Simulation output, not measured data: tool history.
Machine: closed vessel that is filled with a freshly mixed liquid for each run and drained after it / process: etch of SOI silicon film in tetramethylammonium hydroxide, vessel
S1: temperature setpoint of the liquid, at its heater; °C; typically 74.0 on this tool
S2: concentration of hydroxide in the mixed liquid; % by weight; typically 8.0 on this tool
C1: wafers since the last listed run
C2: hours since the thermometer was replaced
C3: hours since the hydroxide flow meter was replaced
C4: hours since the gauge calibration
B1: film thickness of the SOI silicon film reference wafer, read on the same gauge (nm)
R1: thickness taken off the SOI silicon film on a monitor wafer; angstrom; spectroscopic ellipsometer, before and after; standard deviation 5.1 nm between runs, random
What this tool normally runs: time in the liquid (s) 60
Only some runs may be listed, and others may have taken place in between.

{"run": 1, "hour": 0.0, "S1": 74.0, "S2": 8.0, "time in the liquid (s)": 60, "C1": 0, "C2": 984.3, "C3": 1686.3, "C4": 220.5, "B1": 90.01, "R1": 6885.2}
{"run": 2, "hour": 47.3, "S1": 74.0, "S2": 8.0, "time in the liquid (s)": 60, "C1": 5114, "C2": 1031.6, "C3": 1733.6, "C4": 267.8, "B1": 89.98, "R1": 6978.2}
{"run": 3, "hour": 114.9, "S1": 74.0, "S2": 8.0, "time in the liquid (s)": 60, "C1": 7309, "C2": 1099.2, "C3": 1801.2, "C4": 335.4, "B1": 90.04, "R1": 7064.6}
{"run": 4, "hour": 175.1, "S1": 74.0, "S2": 7.5, "time in the liquid (s)": 60, "C1": 6509, "C2": 1159.4, "C3": 1861.4, "C4": 395.6, "B1": 90.01, "R1": 7230.3}
{"run": 5, "hour": 203.4, "S1": 74.0, "S2": 8.0, "time in the liquid (s)": 60, "C1": 3060, "C2": 1187.7, "C3": 1889.7, "C4": 423.9, "B1": 90.01, "R1": 7014.5}
{"run": 6, "hour": 269.5, "S1": 69.0, "S2": 8.0, "time in the liquid (s)": 60, "C1": 7147, "C2": 1253.8, "C3": 1955.8, "C4": 490.0, "B1": 90.02, "R1": 5345.2}
{"run": 7, "hour": 307.0, "S1": 69.0, "S2": 8.0, "time in the liquid (s)": 60, "C1": 4055, "C2": 1291.3, "C3": 1993.3, "C4": 527.5, "B1": 89.98, "R1": 5371.0}
{"hour": 312.1, "done": "thermometer replaced"}
{"hour": 316.4, "done": "gauge calibrated"}
{"run": 8, "hour": 375.4, "S1": 74.0, "S2": 8.0, "time in the liquid (s)": 75, "C1": 7288, "C2": 63.3, "C3": 2061.7, "C4": 59.0, "B1": 89.94, "R1": 7766.6}
{"run": 9, "hour": 427.9, "S1": 68.0, "S2": 6.0, "time in the liquid (s)": 60, "C1": 5677, "C2": 115.8, "C3": 2114.2, "C4": 111.5, "B1": 90.06, "R1": 4760.9}
{"run": 10, "hour": 467.5, "S1": 74.0, "S2": 10.0, "time in the liquid (s)": 90, "C1": 4282, "C2": 155.4, "C3": 2153.8, "C4": 151.1, "B1": 90.0, "R1": 8807.4}
{"run": 11, "hour": 507.8, "S1": 69.0, "S2": 8.0, "time in the liquid (s)": 60, "C1": 4357, "C2": 195.7, "C3": 2194.1, "C4": 191.4, "B1": 90.01, "R1": 4781.8}
{"run": 12, "hour": 561.8, "S1": 74.0, "S2": 8.0, "time in the liquid (s)": 60, "C1": 5839, "C2": 249.7, "C3": 2248.1, "C4": 245.4, "B1": 90.01, "R1": 6308.3}
{"run": 13, "hour": 629.4, "S1": 77.0, "S2": 10.5, "time in the liquid (s)": 60, "C1": 7309, "C2": 317.3, "C3": 2315.7, "C4": 313.0, "B1": 90.0, "R1": 6902.5}
{"hour": 638.2, "done": "hydroxide flow meter replaced"}
{"run": 14, "hour": 764.0, "S1": 67.5, "S2": 6.5, "time in the liquid (s)": 60, "C1": 14446, "C2": 451.9, "C3": 125.8, "C4": 447.6, "B1": 89.96, "R1": 4631.9}
{"run": 15, "hour": 831.6, "S1": 74.0, "S2": 10.0, "time in the liquid (s)": 60, "C1": 7309, "C2": 519.5, "C3": 193.4, "C4": 515.2, "B1": 90.06, "R1": 6039.5}
{"run": 16, "hour": 859.5, "S1": 77.0, "S2": 9.5, "time in the liquid (s)": 35, "C1": 3016, "C2": 547.4, "C3": 221.3, "C4": 543.1, "B1": 89.98, "R1": 4328.1}

Forecast each of these 3 alternatives for the next run:
{"run": "A", "hour": 860.2, "S1": 74.0, "S2": 8.0, "time in the liquid (s)": 60, "C1": 75, "C2": 548.1, "C3": 222.0, "C4": 543.8, "B1": "?", "R1": "?"}
{"run": "B", "hour": 860.2, "S1": 67.0, "S2": 9.5, "time in the liquid (s)": 80, "C1": 75, "C2": 548.1, "C3": 222.0, "C4": 543.8, "B1": "?", "R1": "?"}
{"run": "C", "hour": 860.2, "S1": 68.0, "S2": 6.5, "time in the liquid (s)": 45, "C1": 75, "C2": 548.1, "C3": 222.0, "C4": 543.8, "B1": "?", "R1": "?"}

run=A B1=90.01 R1=6615.2
run=B B1=90.01 R1=5529.3
run=C B1=90.01 R1=3708.3
With no hidden state in the tool, these same runs would have given:
run=A R1=6173.1
run=B R1=5145.0
run=C R1=3452.0
